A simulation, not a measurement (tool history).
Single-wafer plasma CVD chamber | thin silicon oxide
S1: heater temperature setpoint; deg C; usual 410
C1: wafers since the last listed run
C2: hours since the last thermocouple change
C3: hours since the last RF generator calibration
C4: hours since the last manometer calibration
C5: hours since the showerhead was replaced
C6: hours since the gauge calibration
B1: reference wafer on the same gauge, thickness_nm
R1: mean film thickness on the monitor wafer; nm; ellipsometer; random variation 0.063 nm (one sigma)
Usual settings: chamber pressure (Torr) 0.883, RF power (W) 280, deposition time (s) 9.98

{"run": 1, "hour": 0.0, "S1": 410, "chamber pressure (Torr)": 0.883, "RF power (W)": 280, "deposition time (s)": 9.98, "C1": 0, "C2": 1425.5, "C3": 991.9, "C4": 1469.5, "C5": 3012.8, "C6": 172.2, "B1": 18.219, "R1": 19.389}
{"run": 2, "hour": 18.2, "S1": 410, "chamber pressure (Torr)": 0.883, "RF power (W)": 280, "deposition time (s)": 9.98, "C1": 483, "C2": 1443.7, "C3": 1010.1, "C4": 1487.7, "C5": 3031, "C6": 190.4, "B1": 18.2, "R1": 19.389}
{"run": 3, "hour": 30.5, "S1": 410, "chamber pressure (Torr)": 0.883, "RF power (W)": 280, "deposition time (s)": 9.98, "C1": 326, "C2": 1456, "C3": 1022.4, "C4": 1500, "C5": 3043.3, "C6": 202.7, "B1": 18.167, "R1": 19.289}
{"run": 4, "hour": 57.7, "S1": 410, "chamber pressure (Torr)": 0.73, "RF power (W)": 280, "deposition time (s)": 11.15, "C1": 722, "C2": 1483.2, "C3": 1049.6, "C4": 1527.2, "C5": 3070.5, "C6": 229.9, "B1": 18.171, "R1": 18.712}
{"run": 5, "hour": 79.1, "S1": 410, "chamber pressure (Torr)": 0.73, "RF power (W)": 280, "deposition time (s)": 11.15, "C1": 568, "C2": 1504.6, "C3": 1071, "C4": 1548.6, "C5": 3091.9, "C6": 251.3, "B1": 18.132, "R1": 18.751}
{"hour": 100.5, "done": "gauge calibrated"}
{"run": 6, "hour": 112.6, "S1": 410, "chamber pressure (Torr)": 0.73, "RF power (W)": 280, "deposition time (s)": 11.15, "C1": 890, "C2": 1538.1, "C3": 1104.5, "C4": 1582.1, "C5": 3125.4, "C6": 12.1, "B1": 18.324, "R1": 18.975}
{"run": 7, "hour": 134.3, "S1": 413, "chamber pressure (Torr)": 0.883, "RF power (W)": 280, "deposition time (s)": 9.98, "C1": 576, "C2": 1559.8, "C3": 1126.2, "C4": 1603.8, "C5": 3147.1, "C6": 33.8, "B1": 18.333, "R1": 19.388}
{"run": 8, "hour": 163.1, "S1": 413, "chamber pressure (Torr)": 0.883, "RF power (W)": 280, "deposition time (s)": 9.98, "C1": 765, "C2": 1588.6, "C3": 1155, "C4": 1632.6, "C5": 3175.9, "C6": 62.6, "B1": 18.31, "R1": 19.445}
{"run": 9, "hour": 189.7, "S1": 410, "chamber pressure (Torr)": 0.883, "RF power (W)": 255, "deposition time (s)": 9.98, "C1": 706, "C2": 1615.2, "C3": 1181.6, "C4": 1659.2, "C5": 3202.5, "C6": 89.2, "B1": 18.308, "R1": 18.01}
{"run": 10, "hour": 224.3, "S1": 410, "chamber pressure (Torr)": 0.883, "RF power (W)": 255, "deposition time (s)": 9.98, "C1": 919, "C2": 1649.8, "C3": 1216.2, "C4": 1693.8, "C5": 3237.1, "C6": 123.8, "B1": 18.283, "R1": 18.009}
{"run": 11, "hour": 245.9, "S1": 410, "chamber pressure (Torr)": 0.883, "RF power (W)": 225, "deposition time (s)": 9.98, "C1": 573, "C2": 1671.4, "C3": 1237.8, "C4": 1715.4, "C5": 3258.7, "C6": 145.4, "B1": 18.258, "R1": 16.091}
{"hour": 260.5, "done": "capacitance manometer re-zeroed and calibrated"}
{"run": 12, "hour": 266.9, "S1": 410, "chamber pressure (Torr)": 0.883, "RF power (W)": 280, "deposition time (s)": 11.35, "C1": 345, "C2": 1692.4, "C3": 1258.8, "C4": 6.4, "C5": 3279.7, "C6": 166.4, "B1": 18.247, "R1": 21.997}
{"run": 13, "hour": 288.3, "S1": 410, "chamber pressure (Torr)": 0.883, "RF power (W)": 280, "deposition time (s)": 9.98, "C1": 568, "C2": 1713.8, "C3": 1280.2, "C4": 27.8, "C5": 3301.1, "C6": 187.8, "B1": 18.225, "R1": 19.422}
{"hour": 311.0, "done": "showerhead replaced"}
{"hour": 316.8, "done": "RF generator calibrated"}
{"run": 14, "hour": 317.3, "S1": 397, "chamber pressure (Torr)": 0.883, "RF power (W)": 280, "deposition time (s)": 9.98, "C1": 403, "C2": 1742.8, "C3": 0.5, "C4": 56.8, "C5": 6.3, "C6": 216.8, "B1": 18.2, "R1": 19.551}
{"run": 15, "hour": 335.0, "S1": 410, "chamber pressure (Torr)": 0.883, "RF power (W)": 255, "deposition time (s)": 9.98, "C1": 470, "C2": 1760.5, "C3": 18.2, "C4": 74.5, "C5": 24, "C6": 234.5, "B1": 18.171, "R1": 17.975}
{"hour": 359.4, "done": "thermocouple changed; heater temperature recalibrated"}
{"run": 16, "hour": 362.3, "S1": 410, "chamber pressure (Torr)": 0.883, "RF power (W)": 280, "deposition time (s)": 10.51, "C1": 512, "C2": 2.9, "C3": 45.5, "C4": 101.8, "C5": 51.3, "C6": 261.8, "B1": 18.161, "R1": 20.364}
{"run": 17, "hour": 389.0, "S1": 423, "chamber pressure (Torr)": 0.785, "RF power (W)": 280, "deposition time (s)": 11.05, "C1": 709, "C2": 29.6, "C3": 72.2, "C4": 128.5, "C5": 78, "C6": 288.5, "B1": 18.118, "R1": 19.441}
{"hour": 390.4, "done": "gauge calibrated"}
{"run": 18, "hour": 409.0, "S1": 422, "chamber pressure (Torr)": 0.883, "RF power (W)": 260, "deposition time (s)": 9.98, "C1": 531, "C2": 49.6, "C3": 92.2, "C4": 148.5, "C5": 98, "C6": 18.6, "B1": 18.306, "R1": 18.265}
{"run": 19, "hour": 442.4, "S1": 406, "chamber pressure (Torr)": 0.883, "RF power (W)": 265, "deposition time (s)": 11.07, "C1": 887, "C2": 83, "C3": 125.6, "C4": 181.9, "C5": 131.4, "C6": 52, "B1": 18.274, "R1": 20.718}
{"run": 20, "hour": 497.8, "S1": 410, "chamber pressure (Torr)": 0.883, "RF power (W)": 255, "deposition time (s)": 9.98, "C1": 1472, "C2": 138.4, "C3": 181, "C4": 237.3, "C5": 186.8, "C6": 107.4, "B1": 18.274, "R1": 18.072}
{"run": 21, "hour": 511.1, "S1": 397, "chamber pressure (Torr)": 0.883, "RF power (W)": 280, "deposition time (s)": 9.98, "C1": 353, "C2": 151.7, "C3": 194.3, "C4": 250.6, "C5": 200.1, "C6": 120.7, "B1": 18.258, "R1": 19.56}

Forecast each of these 3 alternatives for the next run:
{"run": "A", "hour": 511.5, "S1": 410, "chamber pressure (Torr)": 0.883, "RF power (W)": 280, "deposition time (s)": 9.98, "C1": 10, "C2": 152.1, "C3": 194.7, "C4": 251, "C5": 200.5, "C6": 121.1, "B1": "?", "R1": "?"}
{"run": "B", "hour": 511.5, "S1": 410, "chamber pressure (Torr)": 0.883, "RF power (W)": 245, "deposition time (s)": 9.14, "C1": 10, "C2": 152.1, "C3": 194.7, "C4": 251, "C5": 200.5, "C6": 121.1, "B1": "?", "R1": "?"}
{"run": "C", "hour": 511.5, "S1": 415, "chamber pressure (Torr)": 0.883, "RF power (W)": 245, "deposition time (s)": 9.98, "C1": 10, "C2": 152.1, "C3": 194.7, "C4": 251, "C5": 200.5, "C6": 121.1, "B1": "?", "R1": "?"}

run=A B1=18.255 R1=19.416
run=B B1=18.255 R1=15.964
run=C B1=18.255 R1=17.377
Without the tool's hidden state the same runs would have given:
run=A R1=19.467
run=B R1=16.005
run=C R1=17.422

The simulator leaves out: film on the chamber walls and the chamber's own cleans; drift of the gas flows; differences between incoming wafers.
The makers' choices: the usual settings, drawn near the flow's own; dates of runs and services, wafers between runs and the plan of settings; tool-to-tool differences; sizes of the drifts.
